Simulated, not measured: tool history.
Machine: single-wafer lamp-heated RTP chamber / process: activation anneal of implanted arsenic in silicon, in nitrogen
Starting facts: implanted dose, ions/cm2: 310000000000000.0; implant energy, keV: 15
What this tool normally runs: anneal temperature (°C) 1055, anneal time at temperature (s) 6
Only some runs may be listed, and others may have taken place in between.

run,day,anneal temperature (°C),anneal time at temperature (s),"read-back reference wafer on the same gauge, sheet resistance",sheet resistance of the implanted and annealed layer (ohm/square)
1,0,1055,8,295.99,307.92
2,1.567,1055,6,295.99,309.68
3,4.546,1055,6,295.94,310.37
4,7.183,1055,6,295.99,308.84
5,8.242,1068,6,296.07,307.73
6,9.338,1068,6,296.04,307.77
7,12.317,1068,6,295.97,307.22
8,14.467,1043,6,296.09,312.29
9,16.304,1043,6,295.86,312.73
10,18.638,1055,7,296.05,309.06
11,21.533,1070,6,295.89,308.37
12,22.846,1070,6,296,308.08
13,23.892,1055,4,296.02,313.72
14,26.167,1055,4,295.98,312.28
15,28.258,1071,3,295.88,312.22
16,30.075,1055,6,296.02,309.68
17,31.188,1055,6,295.97,310
18,33.7,1055,6,296.02,308.94
19,35.35,1037,6,296.02,311.8
20,38.558,1055,6,296,311.61
21,40.138,1055,6,295.92,311.4
22,42.45,1044,3,296.07,316.68
23,48.758,1055,5,295.97,312.82
24,51.154,1068,4,295.98,311.38
25,52.829,1070,7,296.01,307.56
26,54.375,1055,6,295.95,309.53
27,56.829,1038,9,296.07,309.55
28,58.892,1065,9,295.97,304.12
29,60.342,1055,9,296.05,307.96
30,68.871,1068,6,296.02,308.83
31,70.379,1082,4,296.08,308.89
32,71.596,1077,6,296.01,306.17
33,74.079,1069,6,296.02,309.17
34,75.679,1069,9,296,304.29
35,77.45,1055,6,296.02,309.59
36,80.362,1078,5,295.95,307.96
37,81.892,1045,3,295.99,314.6

Not shown here: 8 entries made in the log between runs. Locate each between two listed runs and compare the hidden state at the listed run before it with the hidden state at the listed run after it:
After run 5, before run 6: reflector plate cleaned (day 9.154)
  true wafer temperature minus pyrometer reading, K: 11.1 -> 11.6
  the result without the hidden state subtracted from the measured one, sheet resistance of the implanted and annealed layer (ohm/square): -1.8 -> -1.9
After run 7, before run 8: pyrometer window cleaned and pyrometer calibrated (day 14.446)
  true wafer temperature minus pyrometer reading, K: 13.2 -> 1.05
  the result without the hidden state subtracted from the measured one, sheet resistance of the implanted and annealed layer (ohm/square): -2.18 -> -0.13
After run 13, before run 14: reflector plate cleaned (day 26.146)
  true wafer temperature minus pyrometer reading, K: 6.13 -> 7.35
  the result without the hidden state subtracted from the measured one, sheet resistance of the implanted and annealed layer (ohm/square): -0.72 -> -0.86
After run 19, before run 20: pyrometer window cleaned and pyrometer calibrated (day 38.538)
  true wafer temperature minus pyrometer reading, K: 12.3 -> 0.2
  the result without the hidden state subtracted from the measured one, sheet resistance of the implanted and annealed layer (ohm/square): -1.5 -> -0.02
After run 22, before run 23: reflector plate cleaned (day 47.779)
  true wafer temperature minus pyrometer reading, K: 2.29 -> 5.69
  the result without the hidden state subtracted from the measured one, sheet resistance of the implanted and annealed layer (ohm/square): -0.24 -> -0.73
After run 23, before run 24: gauge calibrated (day 49.717)
  true wafer temperature minus pyrometer reading, K: 5.69 -> 6.98
  the result without the hidden state subtracted from the measured one, sheet resistance of the implanted and annealed layer (ohm/square): -0.73 -> -0.91
After run 28, before run 29: pyrometer window cleaned and pyrometer calibrated (day 60.321)
  true wafer temperature minus pyrometer reading, K: 11.1 -> 0.259
  the result without the hidden state subtracted from the measured one, sheet resistance of the implanted and annealed layer (ohm/square): -2.16 -> -0.05
After run 29, before run 30: reflector plate cleaned (day 67.633)
  true wafer temperature minus pyrometer reading, K: 0.259 -> 4.85
  the result without the hidden state subtracted from the measured one, sheet resistance of the implanted and annealed layer (ohm/square): -0.05 -> -0.76
